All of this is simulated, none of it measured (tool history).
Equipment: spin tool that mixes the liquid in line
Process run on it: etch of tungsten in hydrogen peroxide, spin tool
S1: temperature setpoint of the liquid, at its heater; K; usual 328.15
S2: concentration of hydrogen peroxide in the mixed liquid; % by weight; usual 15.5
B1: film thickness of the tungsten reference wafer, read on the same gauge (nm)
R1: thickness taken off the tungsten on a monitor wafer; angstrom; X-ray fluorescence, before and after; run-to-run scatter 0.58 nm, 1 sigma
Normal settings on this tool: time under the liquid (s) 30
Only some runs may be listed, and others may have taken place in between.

{"run": 1, "hour": 0.0, "S1": 328.15, "S2": 15.5, "time under the liquid (s)": 20, "B1": 110.01, "R1": 362.8}
{"run": 2, "hour": 15.3, "S1": 328.15, "S2": 15.5, "time under the liquid (s)": 20, "B1": 109.98, "R1": 370.3}
{"run": 3, "hour": 35.8, "S1": 328.15, "S2": 15.5, "time under the liquid (s)": 40, "B1": 110.01, "R1": 714.2}
{"run": 4, "hour": 66.3, "S1": 328.15, "S2": 15.5, "time under the liquid (s)": 40, "B1": 110.02, "R1": 720.5}
{"run": 5, "hour": 81.3, "S1": 321.65, "S2": 15.5, "time under the liquid (s)": 20, "B1": 109.99, "R1": 245.3}
{"run": 6, "hour": 97.5, "S1": 334.15, "S2": 18.0, "time under the liquid (s)": 30, "B1": 110.01, "R1": 846.8}
{"hour": 126.1, "done": "heated supply line repaired"}
{"hour": 126.3, "done": "thermometer replaced"}
{"run": 7, "hour": 131.9, "S1": 334.15, "S2": 18.0, "time under the liquid (s)": 30, "B1": 109.99, "R1": 959.1}
{"run": 8, "hour": 148.2, "S1": 328.15, "S2": 15.5, "time under the liquid (s)": 30, "B1": 109.99, "R1": 625.2}
{"run": 9, "hour": 164.9, "S1": 328.15, "S2": 19.5, "time under the liquid (s)": 35, "B1": 110.01, "R1": 831.7}
{"run": 10, "hour": 181.3, "S1": 336.15, "S2": 14.0, "time under the liquid (s)": 30, "B1": 110.0, "R1": 960.8}
{"hour": 194.7, "done": "peroxide flow meter replaced"}
{"run": 11, "hour": 195.3, "S1": 337.65, "S2": 15.5, "time under the liquid (s)": 30, "B1": 109.99, "R1": 1084.4}
{"run": 12, "hour": 227.9, "S1": 332.15, "S2": 12.0, "time under the liquid (s)": 30, "B1": 110.01, "R1": 706.9}
{"hour": 238.5, "done": "gauge calibrated"}
{"run": 13, "hour": 256.1, "S1": 328.15, "S2": 15.5, "time under the liquid (s)": 30, "B1": 110.01, "R1": 622.7}
{"run": 14, "hour": 278.9, "S1": 325.65, "S2": 14.0, "time under the liquid (s)": 45, "B1": 109.98, "R1": 775.8}
{"hour": 284.3, "done": "new drum of peroxide connected"}
{"run": 15, "hour": 300.5, "S1": 321.15, "S2": 12.5, "time under the liquid (s)": 25, "B1": 110.02, "R1": 307.3}
{"run": 16, "hour": 326.3, "S1": 328.15, "S2": 12.0, "time under the liquid (s)": 30, "B1": 109.98, "R1": 547.5}
{"run": 17, "hour": 352.0, "S1": 328.15, "S2": 15.5, "time under the liquid (s)": 30, "B1": 110.02, "R1": 628.6}
{"run": 18, "hour": 364.7, "S1": 328.15, "S2": 15.5, "time under the liquid (s)": 40, "B1": 109.99, "R1": 845.3}
{"run": 19, "hour": 398.4, "S1": 328.15, "S2": 15.5, "time under the liquid (s)": 50, "B1": 110.0, "R1": 1030.4}
{"run": 20, "hour": 410.9, "S1": 328.15, "S2": 15.5, "time under the liquid (s)": 30, "B1": 110.0, "R1": 616.1}
{"run": 21, "hour": 423.5, "S1": 324.15, "S2": 19.5, "time under the liquid (s)": 40, "B1": 109.99, "R1": 734.2}
{"run": 22, "hour": 449.5, "S1": 328.15, "S2": 15.5, "time under the liquid (s)": 30, "B1": 109.99, "R1": 621.3}
{"run": 23, "hour": 469.9, "S1": 323.15, "S2": 19.0, "time under the liquid (s)": 30, "B1": 109.99, "R1": 509.5}
{"run": 24, "hour": 496.5, "S1": 328.15, "S2": 19.0, "time under the liquid (s)": 50, "B1": 110.01, "R1": 1144.4}
{"run": 25, "hour": 514.9, "S1": 328.15, "S2": 15.5, "time under the liquid (s)": 30, "B1": 110.0, "R1": 630.1}
{"run": 26, "hour": 549.6, "S1": 324.15, "S2": 12.0, "time under the liquid (s)": 15, "B1": 109.98, "R1": 211.9}

Predict each of these 4 candidate next runs independently; none follows another, all start after run 26:
{"run": "A", "hour": 550.0, "S1": 328.15, "S2": 15.5, "time under the liquid (s)": 30, "B1": "?", "R1": "?"}
{"run": "B", "hour": 550.0, "S1": 334.15, "S2": 15.5, "time under the liquid (s)": 30, "B1": "?", "R1": "?"}
{"run": "C", "hour": 550.0, "S1": 328.15, "S2": 12.0, "time under the liquid (s)": 25, "B1": "?", "R1": "?"}
{"run": "D", "hour": 550.0, "S1": 320.15, "S2": 19.0, "time under the liquid (s)": 30, "B1": "?", "R1": "?"}

run=A B1=109.99 R1=609.5
run=B B1=109.99 R1=866.1
run=C B1=109.99 R1=446.9
run=D B1=109.99 R1=413.8
Without the tool's unlogged condition, the same runs would have read:
run=A R1=646.5
run=B R1=916.7
run=C R1=474.0
run=D R1=440.2
